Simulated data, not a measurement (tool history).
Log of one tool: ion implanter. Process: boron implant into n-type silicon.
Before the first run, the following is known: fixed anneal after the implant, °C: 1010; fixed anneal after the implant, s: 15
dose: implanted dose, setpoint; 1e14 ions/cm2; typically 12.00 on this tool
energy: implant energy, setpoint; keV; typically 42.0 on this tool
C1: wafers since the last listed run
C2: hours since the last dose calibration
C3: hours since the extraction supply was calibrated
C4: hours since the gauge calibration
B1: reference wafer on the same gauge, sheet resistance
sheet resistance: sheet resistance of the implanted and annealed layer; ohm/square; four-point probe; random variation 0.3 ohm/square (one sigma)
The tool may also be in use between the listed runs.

{"run": 1, "hour": 0.0, "dose": 12.0, "energy": 42.0, "C1": 0, "C2": 1715.4, "C3": 4525.0, "C4": 299.2, "B1": 105.04, "sheet resistance": 95.54}
{"run": 2, "hour": 29.2, "dose": 12.0, "energy": 42.0, "C1": 371, "C2": 1744.6, "C3": 4554.2, "C4": 328.4, "B1": 104.98, "sheet resistance": 95.63}
{"run": 3, "hour": 65.1, "dose": 12.0, "energy": 42.0, "C1": 456, "C2": 1780.5, "C3": 4590.1, "C4": 364.3, "B1": 104.95, "sheet resistance": 95.26}
{"run": 4, "hour": 117.8, "dose": 9.77, "energy": 48.0, "C1": 670, "C2": 1833.2, "C3": 4642.8, "C4": 417.0, "B1": 104.91, "sheet resistance": 112.21}
{"run": 5, "hour": 175.2, "dose": 9.77, "energy": 48.0, "C1": 730, "C2": 1890.6, "C3": 4700.2, "C4": 474.4, "B1": 104.81, "sheet resistance": 112.24}
{"run": 6, "hour": 244.4, "dose": 9.77, "energy": 48.0, "C1": 880, "C2": 1959.8, "C3": 4769.4, "C4": 543.6, "B1": 104.79, "sheet resistance": 112.92}
{"run": 7, "hour": 272.1, "dose": 12.0, "energy": 49.5, "C1": 352, "C2": 1987.5, "C3": 4797.1, "C4": 571.3, "B1": 104.87, "sheet resistance": 95.14}
{"run": 8, "hour": 298.0, "dose": 12.0, "energy": 49.5, "C1": 329, "C2": 2013.4, "C3": 4823.0, "C4": 597.2, "B1": 104.9, "sheet resistance": 95.54}
{"hour": 339.3, "done": "gauge calibrated"}
{"run": 9, "hour": 366.7, "dose": 12.0, "energy": 42.0, "C1": 873, "C2": 2082.1, "C3": 4891.7, "C4": 27.4, "B1": 104.88, "sheet resistance": 96.8}
{"hour": 390.1, "done": "extraction supply calibrated"}
{"run": 10, "hour": 391.6, "dose": 12.0, "energy": 42.0, "C1": 214, "C2": 2107.0, "C3": 1.5, "C4": 52.3, "B1": 104.75, "sheet resistance": 97.35}
{"run": 11, "hour": 435.8, "dose": 12.0, "energy": 46.5, "C1": 562, "C2": 2151.2, "C3": 45.7, "C4": 96.5, "B1": 104.88, "sheet resistance": 96.62}
{"run": 12, "hour": 484.1, "dose": 9.77, "energy": 48.0, "C1": 614, "C2": 2199.5, "C3": 94.0, "C4": 144.8, "B1": 104.72, "sheet resistance": 113.98}
{"run": 13, "hour": 532.5, "dose": 14.89, "energy": 31.5, "C1": 615, "C2": 2247.9, "C3": 142.4, "C4": 193.2, "B1": 105.0, "sheet resistance": 83.04}
{"hour": 579.3, "done": "Faraday cup replaced and dose calibrated"}
{"run": 14, "hour": 590.8, "dose": 10.48, "energy": 51.0, "C1": 639, "C2": 11.5, "C3": 200.7, "C4": 251.5, "B1": 104.85, "sheet resistance": 102.72}
{"run": 15, "hour": 647.5, "dose": 9.83, "energy": 36.5, "C1": 721, "C2": 68.2, "C3": 257.4, "C4": 308.2, "B1": 104.86, "sheet resistance": 110.59}

Estimate the outcome of run 16 from the log above:
{"run": 16, "hour": 706.8, "dose": 9.17, "energy": 29.5, "C1": 754, "C2": 127.5, "C3": 316.7, "C4": 367.5, "B1": "?", "sheet resistance": "?"}

B1: 104.93
sheet resistance: 118.15 ohm/square
On a tool with no hidden condition, and with the same random variation, this run would have come out at sheet resistance 118.05 ohm/square.
